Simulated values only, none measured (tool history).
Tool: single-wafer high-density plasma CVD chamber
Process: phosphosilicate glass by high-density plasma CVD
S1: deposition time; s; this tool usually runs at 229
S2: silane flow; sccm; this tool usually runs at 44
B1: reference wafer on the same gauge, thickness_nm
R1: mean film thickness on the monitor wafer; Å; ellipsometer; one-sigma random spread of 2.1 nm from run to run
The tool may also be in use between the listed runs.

Run 1, hour 0: usual settings but S1 211 s, S2 46 sccm; B1 819.757. Result: R1 9589.97 Å.
Run 2, hour 189.3: usual settings but S1 211 s, S2 46 sccm; B1 819.68. Result: R1 9561.59 Å.
At hour 256.2: gauge calibrated.
Run 3, hour 268.6: usual settings but S1 211 s, S2 46 sccm; B1 819.766. Result: R1 9582.84 Å.
Run 4, hour 342.8: usual settings but S1 199 s; B1 820.31. Result: R1 8649.54 Å.
Run 5, hour 434.5: usual settings; B1 820.59. Result: R1 9922.76 Å.
Run 6, hour 527.3: usual settings; B1 820.583. Result: R1 10002.48 Å.
Run 7, hour 577.2: usual settings; B1 819.852. Result: R1 9969.31 Å.
Run 8, hour 613.7: usual settings but S1 254 s, S2 39 sccm; B1 820.019. Result: R1 9920.49 Å.
Run 9, hour 674.4: usual settings but S1 250 s; B1 819.872. Result: R1 10887.17 Å.
Run 10, hour 766.5: usual settings but S1 250 s; B1 819.784. Result: R1 10889.4 Å.
Run 11, hour 805.9: usual settings but S1 250 s; B1 820.221. Result: R1 10874.18 Å.
Run 12, hour 850.6: usual settings but S1 275 s, S2 48 sccm; B1 820.047. Result: R1 12951.77 Å.
Run 13, hour 899: usual settings; B1 819.765. Result: R1 9960.79 Å.
Run 14, hour 954.6: usual settings but S1 257 s, S2 35 sccm; B1 819.712. Result: R1 9152.47 Å.
Run 15, hour 1059.4: usual settings but S1 266 s, S2 50 sccm; B1 819.979. Result: R1 12981.8 Å.
At hour 1072.3: gauge calibrated.
At hour 1111.2: silane flow controller replaced.
Run 16, hour 1153.1: usual settings but S1 260 s, S2 50 sccm; B1 819.834. Result: R1 13023.35 Å.
Run 17, hour 1194.6: usual settings but S1 250 s, S2 36 sccm; B1 819.866. Result: R1 9317.27 Å.
Run 18, hour 1238.4: usual settings but S1 243 s; B1 820.078. Result: R1 10830.45 Å.
Run 19, hour 1309.9: usual settings but S1 260 s, S2 51 sccm; B1 819.833. Result: R1 13220.31 Å.
Run 20, hour 1401.8: usual settings but S2 40 sccm; B1 819.718. Result: R1 9355.28 Å.
Run 21, hour 1450.8: usual settings but S1 191 s, S2 39 sccm; B1 820.055. Result: R1 7606.99 Å.
Run 22, hour 1530: usual settings but S1 204 s, S2 38 sccm; B1 819.892. Result: R1 7951.53 Å.
Run 23, hour 1620.3: usual settings; B1 819.67. Result: R1 10157.72 Å.

Each row is a separate what-if for the run after 23, all from the same tool condition, not one after another. Results?
Run A, hour 1620.8: usual settings but S2 35 sccm; B1 ?. Result: R1 ?.
Run B, hour 1620.8: usual settings but S1 196 s, S2 40 sccm; B1 ?. Result: R1 ?.
Run C, hour 1620.8: usual settings but S1 198 s, S2 52 sccm; B1 ?. Result: R1 ?.
Run D, hour 1620.8: usual settings but S1 244 s; B1 ?. Result: R1 ?.
Run E, hour 1620.8: usual settings but S1 250 s, S2 38 sccm; B1 ?. Result: R1 ?.

run       B1        R1
  A  820.096   8284.92
  B  820.096   7977.59
  C  820.096  10208.47
  D  820.096  10814.23
  E  820.096   9723.17
With no hidden state in the tool, these same runs would have given:
run        R1
  A   8319.67
  B   8011.05
  C  10251.28
  D  10859.59
  E   9763.95
